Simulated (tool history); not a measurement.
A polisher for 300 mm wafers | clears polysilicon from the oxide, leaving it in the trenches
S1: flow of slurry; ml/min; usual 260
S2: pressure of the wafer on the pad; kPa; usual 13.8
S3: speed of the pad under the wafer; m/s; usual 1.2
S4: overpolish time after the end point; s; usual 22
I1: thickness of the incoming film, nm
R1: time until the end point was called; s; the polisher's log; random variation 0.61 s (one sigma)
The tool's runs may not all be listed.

Run 1, hour 0: usual settings but S2 17.2 kPa, S4 14 s; I1 520.4. Result: R1 35.5 s.
Run 2, hour 43.2: usual settings but S2 17.2 kPa, S4 14 s; I1 530.7. Result: R1 35.7 s.
At hour 85.1: worn pad replaced by a new one.
Run 3, hour 85.6: usual settings but S2 17.2 kPa, S4 14 s; I1 538. Result: R1 35.5 s.
Run 4, hour 110.1: usual settings; I1 525.7. Result: R1 42.6 s.
Run 5, hour 142.6: usual settings; I1 535.8. Result: R1 43.4 s.
At hour 161.4: slurry nozzle cleaned.
Run 6, hour 207.3: usual settings; I1 535.9. Result: R1 43.6 s.
Run 7, hour 234: usual settings but S1 320 ml/min, S3 0.9 m/s; I1 534. Result: R1 57.2 s.
Run 8, hour 291.2: usual settings but S1 320 ml/min, S3 0.9 m/s; I1 528.9. Result: R1 55.9 s.
Run 9, hour 326.9: usual settings; I1 526.2. Result: R1 42.6 s.
Run 10, hour 376.9: usual settings; I1 521.8. Result: R1 41.6 s.
At hour 397.4: worn pad replaced by a new one.
Run 11, hour 411.3: usual settings; I1 530.2. Result: R1 41.8 s.
Run 12, hour 472.6: usual settings but S4 31 s; I1 526.4. Result: R1 41.9 s.
Run 13, hour 497.9: usual settings but S4 31 s; I1 528.2. Result: R1 41.6 s.
At hour 513.7: slurry nozzle cleaned.
At hour 521.4: head pressure recalibrated.
Run 14, hour 522: usual settings but S2 16.5 kPa; I1 520. Result: R1 33.6 s.
Run 15, hour 566.3: usual settings but S2 16.5 kPa; I1 520.4. Result: R1 32.5 s.
Run 16, hour 610.1: usual settings but S1 195 ml/min, S2 11 kPa, S3 0.84 m/s, S4 32 s; I1 531.1. Result: R1 73 s.
Run 17, hour 642.4: usual settings but S2 12.4 kPa, S3 1.58 m/s, S4 28 s; I1 529.3. Result: R1 33.3 s.
Run 18, hour 688.1: usual settings but S1 195 ml/min, S2 11 kPa; I1 539.3. Result: R1 50.9 s.
Run 19, hour 742.1: usual settings but S3 1.5 m/s; I1 538.3. Result: R1 31.9 s.
At hour 772.9: worn pad replaced by a new one.
Run 20, hour 803.9: usual settings but S1 200 ml/min, S3 1.5 m/s, S4 13 s; I1 530.7. Result: R1 32.8 s.
At hour 828.9: head pressure recalibrated, repeated, since the last time left the tool worse.
Run 21, hour 857.2: usual settings but S1 210 ml/min, S2 17.9 kPa, S3 1.52 m/s, S4 17 s; I1 528.8. Result: R1 28 s.
At hour 895.5: slurry nozzle cleaned.
Run 22, hour 903.4: usual settings; I1 528.3. Result: R1 44.4 s.
Run 23, hour 931.6: usual settings but S2 12.4 kPa, S3 1.06 m/s; I1 538.3. Result: R1 55.1 s.
Run 24, hour 1049.5: usual settings; I1 528.8. Result: R1 42.5 s.
Run 25, hour 1084.8: usual settings but S4 31 s; I1 526.4. Result: R1 42.6 s.
At hour 1128.3: worn pad replaced by a new one.
Run 26, hour 1141.9: usual settings but S1 215 ml/min, S2 16.5 kPa, S3 1.44 m/s, S4 18 s; I1 536.4. Result: R1 32 s.
Run 27, hour 1192.4: usual settings but S1 200 ml/min, S2 9.7 kPa, S3 1.46 m/s, S4 11 s; I1 526.6. Result: R1 48.6 s.
At hour 1197.8: slurry nozzle cleaned.
Run 28, hour 1249.3: usual settings but S1 195 ml/min, S2 11 kPa; I1 532.7. Result: R1 55.1 s.
Run 29, hour 1315.4: usual settings but S1 320 ml/min, S2 11.7 kPa, S3 1.4 m/s; I1 525.9. Result: R1 40.3 s.
Run 30, hour 1359.2: usual settings but S3 1.52 m/s, S4 33 s; I1 531.4. Result: R1 33.2 s.
Run 31, hour 1404.5: usual settings; I1 517.6. Result: R1 42.1 s.
At hour 1458: worn pad replaced by a new one.
Run 32, hour 1469.4: usual settings but S1 190 ml/min, S2 11.7 kPa, S3 1 m/s, S4 11 s; I1 530.5. Result: R1 61.2 s.
Run 33, hour 1524.4: usual settings; I1 525.4. Result: R1 41.9 s.
At hour 1590: slurry nozzle cleaned.
Run 34, hour 1590.5: usual settings but S1 320 ml/min, S2 12.4 kPa, S3 1.46 m/s; I1 531.8. Result: R1 37.4 s.

4 ways to go on from here, each from the tool as it stands after run 34. What would each give?
Run A, hour 1591: usual settings but S2 12.4 kPa; I1 523.1. Result: R1 ?.
Run B, hour 1591: usual settings but S1 300 ml/min; I1 523.1. Result: R1 ?.
Run C, hour 1591: usual settings but S2 12.4 kPa, S4 35 s; I1 523.1. Result: R1 ?.
Run D, hour 1591: usual settings but S1 180 ml/min, S3 1.4 m/s; I1 523.1. Result: R1 ?.

run    R1
  A  45.7
  B  41.1
  C  45.7
  D  37.7
Without the tool's hidden state the same runs would have given:
run    R1
  A  49.1
  B  44.1
  C  49.1
  D  40.4

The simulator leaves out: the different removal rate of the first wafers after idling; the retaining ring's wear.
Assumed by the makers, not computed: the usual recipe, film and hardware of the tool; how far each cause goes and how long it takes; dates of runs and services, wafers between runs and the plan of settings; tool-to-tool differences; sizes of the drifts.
